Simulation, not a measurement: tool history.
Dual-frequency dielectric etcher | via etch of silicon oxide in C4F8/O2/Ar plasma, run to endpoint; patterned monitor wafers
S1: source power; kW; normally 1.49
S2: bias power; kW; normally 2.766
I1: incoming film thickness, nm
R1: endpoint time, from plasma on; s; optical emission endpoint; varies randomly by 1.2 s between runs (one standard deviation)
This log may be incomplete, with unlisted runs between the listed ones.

Run 1, hour 0: usual settings; I1 853.8. Result: R1 172.3 s.
Run 2, hour 24.6: usual settings; I1 851.2. Result: R1 172.8 s.
Run 3, hour 43.4: usual settings; I1 857.5. Result: R1 176.5 s.
Run 4, hour 73.9: usual settings but S1 1.28 kW, S2 2.402 kW; I1 866.6. Result: R1 201.3 s.
Run 5, hour 90.3: usual settings but S1 1.28 kW, S2 2.402 kW; I1 862.4. Result: R1 201.5 s.
Run 6, hour 108.4: usual settings; I1 855.6. Result: R1 175.4 s.
Run 7, hour 135.5: usual settings; I1 850.5. Result: R1 175.1 s.
At hour 162.8: upper electrode replaced.
At hour 166.5: source power generator calibrated.
Run 8, hour 167: usual settings; I1 863.1. Result: R1 175.8 s.
Run 9, hour 189.6: usual settings; I1 853.7. Result: R1 173.7 s.
At hour 219.2: bias power generator calibrated.
Run 10, hour 219.7: usual settings but S1 1.34 kW, S2 2.471 kW; I1 851. Result: R1 190 s.

What does the tool deliver on the next run?
Run 11, hour 251.7: usual settings but S1 1.39 kW, S2 3.364 kW; I1 855.8. Result: R1 ?.

R1: 178.5 s
On a tool with no hidden condition, and with the same random variation, this run would have come out at R1 178.5 s.
